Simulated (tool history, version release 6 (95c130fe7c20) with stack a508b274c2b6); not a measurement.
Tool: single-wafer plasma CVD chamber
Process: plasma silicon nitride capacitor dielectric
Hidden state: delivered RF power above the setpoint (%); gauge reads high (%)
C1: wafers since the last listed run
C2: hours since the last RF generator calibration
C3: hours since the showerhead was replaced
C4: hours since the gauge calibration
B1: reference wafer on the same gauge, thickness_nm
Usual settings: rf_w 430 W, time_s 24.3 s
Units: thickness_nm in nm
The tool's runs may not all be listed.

run 1 hour=0 | rf_w=430 time_s=24.3 | C1=0 C2=678.5 C3=2512.1 C4=495.1 | B1=38.896 | thickness_nm=33.672
run 2 hour=63.7 | rf_w=430 time_s=24.3 | C1=1916 C2=742.2 C3=2575.8 C4=558.8 | B1=38.891 | thickness_nm=33.753
run 3 hour=114 | rf_w=430 time_s=24.3 | C1=1513 C2=792.5 C3=2626.1 C4=609.1 | B1=38.995 | thickness_nm=33.73
run 4 hour=201 | rf_w=430 time_s=24.3 | C1=2617 C2=879.5 C3=2713.1 C4=696.1 | B1=38.894 | thickness_nm=33.602
run 5 hour=289.5 | rf_w=465 time_s=26.8 | C1=2662 C2=968 C3=2801.6 C4=784.6 | B1=38.913 | thickness_nm=38.049
run 6 hour=375 | rf_w=430 time_s=24.3 | C1=2571 C2=1053.5 C3=2887.1 C4=870.1 | B1=38.887 | thickness_nm=33.346
run 7 hour=420.6 | rf_w=430 time_s=24.3 | C1=1371 C2=1099.1 C3=2932.7 C4=915.7 | B1=38.883 | thickness_nm=33.719
run 8 hour=474.3 | rf_w=430 time_s=24.3 | C1=1615 C2=1152.8 C3=2986.4 C4=969.4 | B1=38.922 | thickness_nm=33.321
run 9 hour=555.8 | rf_w=430 time_s=24.3 | C1=2451 C2=1234.3 C3=3067.9 C4=1050.9 | B1=38.889 | thickness_nm=33.544
run 10 hour=879.3 | rf_w=430 time_s=24.3 | C1=9731 C2=1557.8 C3=3391.4 C4=1374.4 | B1=38.912 | thickness_nm=33.57
run 11 hour=947.4 | rf_w=430 time_s=24.3 | C1=2048 C2=1625.9 C3=3459.5 C4=1442.5 | B1=38.936 | thickness_nm=33.447
run 12 hour=1123.1 | rf_w=430 time_s=24.3 | C1=5285 C2=1801.6 C3=3635.2 C4=1618.2 | B1=38.869 | thickness_nm=33.52
-- hour=1185 showerhead replaced, of another model than before
run 13 hour=1188.3 | rf_w=500 time_s=24.3 | C1=1720 C2=1866.8 C3=3.3 C4=1683.4 | B1=38.918 | thickness_nm=34.752
-- hour=1217.3 gauge calibrated
run 14 hour=1272.1 | rf_w=500 time_s=24.3 | C1=2520 C2=1950.6 C3=87.1 C4=54.8 | B1=38.874 | thickness_nm=34.696
run 15 hour=1357.5 | rf_w=430 time_s=24.3 | C1=2568 C2=2036 C3=172.5 C4=140.2 | B1=38.863 | thickness_nm=34.121
run 16 hour=1441 | rf_w=430 time_s=24.3 | C1=2511 C2=2119.5 C3=256 C4=223.7 | B1=38.934 | thickness_nm=34.149
run 17 hour=1490.9 | rf_w=385 time_s=26.6 | C1=1501 C2=2169.4 C3=305.9 C4=273.6 | B1=38.886 | thickness_nm=36.734
run 18 hour=1545.6 | rf_w=345 time_s=28.1 | C1=1645 C2=2224.1 C3=360.6 C4=328.3 | B1=38.875 | thickness_nm=37.877
-- hour=1557.4 RF generator calibrated
run 19 hour=1626.1 | rf_w=385 time_s=20.5 | C1=2180 C2=68.7 C3=441.1 C4=408.8 | B1=38.949 | thickness_nm=28.661
run 20 hour=1691.6 | rf_w=470 time_s=28.4 | C1=1970 C2=134.2 C3=506.6 C4=474.3 | B1=38.934 | thickness_nm=40.854
run 21 hour=1784.4 | rf_w=430 time_s=24.3 | C1=2791 C2=227 C3=599.4 C4=567.1 | B1=38.865 | thickness_nm=34.401
run 22 hour=1820.9 | rf_w=395 time_s=21.9 | C1=1097 C2=263.5 C3=635.9 C4=603.6 | B1=38.931 | thickness_nm=30.67
run 23 hour=1892.4 | rf_w=460 time_s=27.7 | C1=2150 C2=335 C3=707.4 C4=675.1 | B1=38.896 | thickness_nm=39.661
run 24 hour=1954.8 | rf_w=375 time_s=28.6 | C1=1877 C2=397.4 C3=769.8 C4=737.5 | B1=38.897 | thickness_nm=39.656
run 25 hour=2059.8 | rf_w=365 time_s=20.9 | C1=3158 C2=502.4 C3=874.8 C4=842.5 | B1=38.892 | thickness_nm=28.999
run 26 hour=2097.5 | rf_w=395 time_s=21.9 | C1=1134 C2=540.1 C3=912.5 C4=880.2 | B1=38.855 | thickness_nm=30.575
run 27 hour=2159.6 | rf_w=495 time_s=28.7 | C1=1867 C2=602.2 C3=974.6 C4=942.3 | B1=38.881 | thickness_nm=41.624
run 28 hour=2441.9 | rf_w=460 time_s=27.9 | C1=8491 C2=884.5 C3=1256.9 C4=1224.6 | B1=38.891 | thickness_nm=39.886
run 29 hour=2507.6 | rf_w=375 time_s=28.6 | C1=1976 C2=950.2 C3=1322.6 C4=1290.3 | B1=38.931 | thickness_nm=39.509
run 30 hour=2571.6 | rf_w=515 time_s=24.3 | C1=1925 C2=1014.2 C3=1386.6 C4=1354.3 | B1=38.899 | thickness_nm=34.862
-- hour=2583 gauge calibrated
run 31 hour=2624.8 | rf_w=410 time_s=20.9 | C1=1600 C2=1067.4 C3=1439.8 C4=41.8 | B1=38.892 | thickness_nm=29.095
run 32 hour=2662.2 | rf_w=430 time_s=24.3 | C1=1125 C2=1104.8 C3=1477.2 C4=79.2 | B1=38.873 | thickness_nm=34.393
run 33 hour=2744.6 | rf_w=385 time_s=24.3 | C1=2478 C2=1187.2 C3=1559.6 C4=161.6 | B1=38.853 | thickness_nm=33.338

The tool's hidden state at each run:
gauge reads high (%): 0 in every run
H1: delivered RF power above the setpoint (%)
run=1 H1=-7.48
run=2 H1=-7.76
run=3 H1=-7.96
run=4 H1=-8.28
run=5 H1=-8.58
run=6 H1=-8.83
run=7 H1=-8.95
run=8 H1=-9.08
run=9 H1=-9.27
run=10 H1=-9.84
run=11 H1=-9.93
run=12 H1=-10.1
run=13 H1=-10.2
run=14 H1=-10.3
run=15 H1=-10.3
run=16 H1=-10.4
run=17 H1=-10.4
run=18 H1=-10.5
run=19 H1=-0.764
run=20 H1=-1.4
run=21 H1=-2.22
run=22 H1=-2.51
run=23 H1=-3.05
run=24 H1=-3.48
run=25 H1=-4.12
run=26 H1=-4.33
run=27 H1=-4.66
run=28 H1=-5.84
run=29 H1=-6.06
run=30 H1=-6.25
run=31 H1=-6.4
run=32 H1=-6.5
run=33 H1=-6.7

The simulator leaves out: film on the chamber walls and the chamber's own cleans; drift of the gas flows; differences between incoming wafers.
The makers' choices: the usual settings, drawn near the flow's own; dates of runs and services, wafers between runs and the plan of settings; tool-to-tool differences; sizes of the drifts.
